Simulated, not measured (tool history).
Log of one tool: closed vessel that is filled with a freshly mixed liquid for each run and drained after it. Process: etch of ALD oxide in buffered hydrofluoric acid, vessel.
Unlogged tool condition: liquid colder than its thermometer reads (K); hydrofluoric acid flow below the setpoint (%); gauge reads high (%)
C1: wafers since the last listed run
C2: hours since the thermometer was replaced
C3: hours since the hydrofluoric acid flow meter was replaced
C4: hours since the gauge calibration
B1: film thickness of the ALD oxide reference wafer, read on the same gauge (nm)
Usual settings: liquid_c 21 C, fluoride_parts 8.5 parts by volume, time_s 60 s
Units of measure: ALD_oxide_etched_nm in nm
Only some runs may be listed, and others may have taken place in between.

{"run": 1, "day": 0.0, "liquid_c": 21, "fluoride_parts": 8.5, "time_s": 60, "C1": 0, "C2": 502.8, "C3": 83.3, "C4": 439.8, "B1": 90, "ALD_oxide_etched_nm": 240.4}
{"run": 2, "day": 4.067, "liquid_c": 21, "fluoride_parts": 8.5, "time_s": 60, "C1": 7852, "C2": 600.4, "C3": 180.9, "C4": 537.4, "B1": 90, "ALD_oxide_etched_nm": 244.33}
{"run": 3, "day": 7.067, "liquid_c": 21, "fluoride_parts": 6, "time_s": 60, "C1": 5792, "C2": 672.4, "C3": 252.9, "C4": 609.4, "B1": 90.03, "ALD_oxide_etched_nm": 340.88}
{"run": 4, "day": 10.162, "liquid_c": 21, "fluoride_parts": 6, "time_s": 60, "C1": 5978, "C2": 746.7, "C3": 327.2, "C4": 683.7, "B1": 89.98, "ALD_oxide_etched_nm": 336.72}
{"run": 5, "day": 12.571, "liquid_c": 21, "fluoride_parts": 8.5, "time_s": 60, "C1": 4650, "C2": 804.5, "C3": 385, "C4": 741.5, "B1": 89.93, "ALD_oxide_etched_nm": 236.89}
{"run": 6, "day": 14.871, "liquid_c": 21, "fluoride_parts": 8.5, "time_s": 60, "C1": 4441, "C2": 859.7, "C3": 440.2, "C4": 796.7, "B1": 90.02, "ALD_oxide_etched_nm": 234.25}
{"run": 7, "day": 17.317, "liquid_c": 21, "fluoride_parts": 8.5, "time_s": 60, "C1": 4722, "C2": 918.4, "C3": 498.9, "C4": 855.4, "B1": 90, "ALD_oxide_etched_nm": 234}
{"run": 8, "day": 20.75, "liquid_c": 21, "fluoride_parts": 11, "time_s": 60, "C1": 6629, "C2": 1000.8, "C3": 581.3, "C4": 937.8, "B1": 90.01, "ALD_oxide_etched_nm": 189.22}
{"run": 9, "day": 32.317, "liquid_c": 21, "fluoride_parts": 8.5, "time_s": 60, "C1": 22335, "C2": 1278.4, "C3": 858.9, "C4": 1215.4, "B1": 89.96, "ALD_oxide_etched_nm": 230.81}
{"run": 10, "day": 36.762, "liquid_c": 21, "fluoride_parts": 8.5, "time_s": 60, "C1": 8584, "C2": 1385.1, "C3": 965.6, "C4": 1322.1, "B1": 89.98, "ALD_oxide_etched_nm": 228.87}
{"run": 11, "day": 40.671, "liquid_c": 21, "fluoride_parts": 9.5, "time_s": 60, "C1": 7546, "C2": 1478.9, "C3": 1059.4, "C4": 1415.9, "B1": 90.02, "ALD_oxide_etched_nm": 209.98}
{"run": 12, "day": 44.2, "liquid_c": 21, "fluoride_parts": 9.5, "time_s": 60, "C1": 6814, "C2": 1563.6, "C3": 1144.1, "C4": 1500.6, "B1": 90.02, "ALD_oxide_etched_nm": 211.12}
{"day": 45.875, "done": "thermometer replaced"}
{"run": 13, "day": 46.221, "liquid_c": 21, "fluoride_parts": 6.5, "time_s": 60, "C1": 3821, "C2": 8.3, "C3": 1192.6, "C4": 1549.1, "B1": 90, "ALD_oxide_etched_nm": 307.6}
{"run": 14, "day": 48.825, "liquid_c": 21, "fluoride_parts": 8.5, "time_s": 75, "C1": 5028, "C2": 70.8, "C3": 1255.1, "C4": 1611.6, "B1": 89.94, "ALD_oxide_etched_nm": 284.49}
{"run": 15, "day": 51.688, "liquid_c": 21, "fluoride_parts": 8.5, "time_s": 60, "C1": 5527, "C2": 139.5, "C3": 1323.8, "C4": 1680.3, "B1": 90.07, "ALD_oxide_etched_nm": 226.85}
{"run": 16, "day": 54.296, "liquid_c": 21, "fluoride_parts": 8.5, "time_s": 60, "C1": 5036, "C2": 202.1, "C3": 1386.4, "C4": 1742.9, "B1": 90.01, "ALD_oxide_etched_nm": 224.6}
{"run": 17, "day": 57.429, "liquid_c": 25, "fluoride_parts": 8.5, "time_s": 85, "C1": 6050, "C2": 277.3, "C3": 1461.6, "C4": 1818.1, "B1": 90.04, "ALD_oxide_etched_nm": 395.95}
{"day": 59.746, "done": "hydrofluoric acid flow meter replaced"}
{"run": 18, "day": 60.562, "liquid_c": 21, "fluoride_parts": 8.5, "time_s": 45, "C1": 5969, "C2": 352.5, "C3": 19.6, "C4": 1893.3, "B1": 89.97, "ALD_oxide_etched_nm": 179.39}
{"day": 62.262, "done": "gauge calibrated"}
{"run": 19, "day": 63.588, "liquid_c": 19.5, "fluoride_parts": 6.5, "time_s": 60, "C1": 5841, "C2": 425.1, "C3": 92.2, "C4": 31.8, "B1": 90.02, "ALD_oxide_etched_nm": 294.33}
{"run": 20, "day": 67.971, "liquid_c": 25.5, "fluoride_parts": 11.5, "time_s": 30, "C1": 8464, "C2": 530.3, "C3": 197.4, "C4": 137, "B1": 89.97, "ALD_oxide_etched_nm": 117.62}
{"run": 21, "day": 69.533, "liquid_c": 21, "fluoride_parts": 8.5, "time_s": 85, "C1": 3017, "C2": 567.8, "C3": 234.9, "C4": 174.5, "B1": 89.99, "ALD_oxide_etched_nm": 333.26}
{"run": 22, "day": 72.1, "liquid_c": 21, "fluoride_parts": 8.5, "time_s": 60, "C1": 4956, "C2": 629.4, "C3": 296.5, "C4": 236.1, "B1": 89.98, "ALD_oxide_etched_nm": 233.21}
{"run": 23, "day": 73.708, "liquid_c": 21, "fluoride_parts": 8.5, "time_s": 95, "C1": 3105, "C2": 668, "C3": 335.1, "C4": 274.7, "B1": 90.02, "ALD_oxide_etched_nm": 370.97}
{"run": 24, "day": 75.312, "liquid_c": 25, "fluoride_parts": 7.5, "time_s": 85, "C1": 3097, "C2": 706.5, "C3": 373.6, "C4": 313.2, "B1": 90.03, "ALD_oxide_etched_nm": 467.35}
{"run": 25, "day": 81.642, "liquid_c": 21, "fluoride_parts": 11.5, "time_s": 40, "C1": 12221, "C2": 858.4, "C3": 525.5, "C4": 465.1, "B1": 90.03, "ALD_oxide_etched_nm": 121.56}
{"run": 26, "day": 83.629, "liquid_c": 21, "fluoride_parts": 6.5, "time_s": 45, "C1": 3837, "C2": 906.1, "C3": 573.2, "C4": 512.8, "B1": 89.98, "ALD_oxide_etched_nm": 233.56}
{"run": 27, "day": 85.283, "liquid_c": 21, "fluoride_parts": 5.5, "time_s": 75, "C1": 3194, "C2": 945.8, "C3": 612.9, "C4": 552.5, "B1": 90.03, "ALD_oxide_etched_nm": 440.59}
{"run": 28, "day": 87.5, "liquid_c": 21, "fluoride_parts": 8.5, "time_s": 60, "C1": 4280, "C2": 999, "C3": 666.1, "C4": 605.7, "B1": 90.04, "ALD_oxide_etched_nm": 230.45}
{"run": 29, "day": 90.504, "liquid_c": 25, "fluoride_parts": 8.5, "time_s": 40, "C1": 5801, "C2": 1071.1, "C3": 738.2, "C4": 677.8, "B1": 89.98, "ALD_oxide_etched_nm": 193.99}
{"run": 30, "day": 93.838, "liquid_c": 21, "fluoride_parts": 8.5, "time_s": 60, "C1": 6436, "C2": 1151.1, "C3": 818.2, "C4": 757.8, "B1": 89.99, "ALD_oxide_etched_nm": 226.4}
{"day": 97.333, "done": "thermometer replaced"}
{"run": 31, "day": 97.571, "liquid_c": 21, "fluoride_parts": 8.5, "time_s": 60, "C1": 7128, "C2": 5.7, "C3": 907.8, "C4": 847.4, "B1": 90.01, "ALD_oxide_etched_nm": 225.86}
{"run": 32, "day": 101.588, "liquid_c": 21, "fluoride_parts": 11, "time_s": 50, "C1": 7756, "C2": 102.1, "C3": 1004.2, "C4": 943.8, "B1": 90.04, "ALD_oxide_etched_nm": 152.48}
{"run": 33, "day": 105.517, "liquid_c": 21, "fluoride_parts": 8.5, "time_s": 60, "C1": 7587, "C2": 196.4, "C3": 1098.5, "C4": 1038.1, "B1": 90.06, "ALD_oxide_etched_nm": 225.47}
{"run": 34, "day": 107.662, "liquid_c": 21, "fluoride_parts": 8.5, "time_s": 90, "C1": 4143, "C2": 247.9, "C3": 1150, "C4": 1089.6, "B1": 89.99, "ALD_oxide_etched_nm": 340.12}

Alternative continuations, all from the tool just after run 34; predict every row:
{"run": "A", "day": 107.692, "liquid_c": 19.5, "fluoride_parts": 8.5, "time_s": 60, "C1": 56, "C2": 248.6, "C3": 1150.7, "C4": 1090.3, "B1": "?", "ALD_oxide_etched_nm": "?"}
{"run": "B", "day": 107.692, "liquid_c": 21, "fluoride_parts": 6, "time_s": 30, "C1": 56, "C2": 248.6, "C3": 1150.7, "C4": 1090.3, "B1": "?", "ALD_oxide_etched_nm": "?"}
{"run": "C", "day": 107.692, "liquid_c": 21, "fluoride_parts": 7.5, "time_s": 60, "C1": 56, "C2": 248.6, "C3": 1150.7, "C4": 1090.3, "B1": "?", "ALD_oxide_etched_nm": "?"}
{"run": "D", "day": 107.692, "liquid_c": 17, "fluoride_parts": 8.5, "time_s": 40, "C1": 56, "C2": 248.6, "C3": 1150.7, "C4": 1090.3, "B1": "?", "ALD_oxide_etched_nm": "?"}

run=A B1=89.99 ALD_oxide_etched_nm=205.55
run=B B1=89.99 ALD_oxide_etched_nm=158.48
run=C B1=89.99 ALD_oxide_etched_nm=252.6
run=D B1=89.99 ALD_oxide_etched_nm=118.94
Take away the tool's hidden state, keep each run's random variation, and the runs would have read:
run=A ALD_oxide_etched_nm=222.85
run=B ALD_oxide_etched_nm=170.87
run=C ALD_oxide_etched_nm=277.52
run=D ALD_oxide_etched_nm=128.96
